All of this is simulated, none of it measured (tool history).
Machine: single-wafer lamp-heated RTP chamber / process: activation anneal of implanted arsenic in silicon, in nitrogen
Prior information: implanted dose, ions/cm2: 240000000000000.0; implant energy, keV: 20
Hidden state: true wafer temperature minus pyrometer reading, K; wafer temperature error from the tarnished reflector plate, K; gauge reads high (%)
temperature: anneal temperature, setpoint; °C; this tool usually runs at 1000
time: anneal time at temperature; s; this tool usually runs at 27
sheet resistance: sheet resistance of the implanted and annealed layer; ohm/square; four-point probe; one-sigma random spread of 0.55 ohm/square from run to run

run,hour,temperature,time,wafers since the last listed run,wafers since the last pyrometer calibration,wafers since the reflector plate was cleaned,hours since the gauge calibration,"read-back reference wafer on the same gauge, sheet resistance",sheet resistance
1,0,1000,27,0,84,1820,134.8,442.15,368.7
2,15.2,1000,27,173,257,1993,150,442.19,369.2
3,54.9,976,27,453,710,2446,189.7,442.46,371.05
4,77.4,976,27,256,967,2703,212.2,442.91,371.32
5,106,1000,21,326,1293,3029,240.8,442.94,370.32
6,128.4,1000,21,255,1549,3285,263.2,443.35,370.85
# hour 152.9: pyrometer window cleaned and pyrometer calibrated
7,158.6,1000,21,253,65,3538,293.4,443.14,370.58
8,171.8,1000,27,150,216,3689,306.6,443.67,370.21
9,185.9,1000,16,160,377,3850,320.7,443.67,372.29
10,217.5,1000,16,360,737,4210,352.3,444.43,373
11,238.8,1000,32,243,980,4453,373.6,444.93,369.96
12,265.3,1000,32,302,1283,4756,400.1,445.14,371.21
13,282.5,1021,14,196,1479,4952,417.3,445.54,372.6
# hour 297.5: reflector plate cleaned
14,314.1,1000,27,269,1748,189,448.9,445.83,372.29
# hour 317.4: gauge calibrated
15,330.9,976,41,191,1940,381,13.5,441.1,369.86
# hour 354.1: pyrometer window cleaned and pyrometer calibrated
16,354.6,1000,42,179,5,560,37.2,441.37,366.31
17,368.6,1025,27,159,165,720,51.2,441.5,365.49
18,398.9,1000,27,345,511,1066,81.5,441.47,368.23
19,423.7,1000,27,282,794,1349,106.3,441.65,367.51
20,443.7,1008,37,228,1022,1577,126.3,441.98,365.7
21,456.9,988,39,150,1173,1727,139.5,442.09,368.16
22,476.8,1024,21,227,1400,1955,159.4,441.9,367.1

Consider 3 possible next runs. They are alternatives, not a sequence: every one starts from the tool as it was left by run 22. What does each give?
A,477.2,1000,27,4,1404,1959,159.8,?,?
B,477.2,980,12,4,1404,1959,159.8,?,?
C,477.2,1025,40,4,1404,1959,159.8,?,?

run,"read-back reference wafer on the same gauge, sheet resistance",sheet resistance
A,441.77,368.91
B,441.77,374.28
C,441.77,362.7
With the hidden condition removed and each run's random variation left untouched, the same runs would have given:
run,sheet resistance
A,368.08
B,373.44
C,361.88
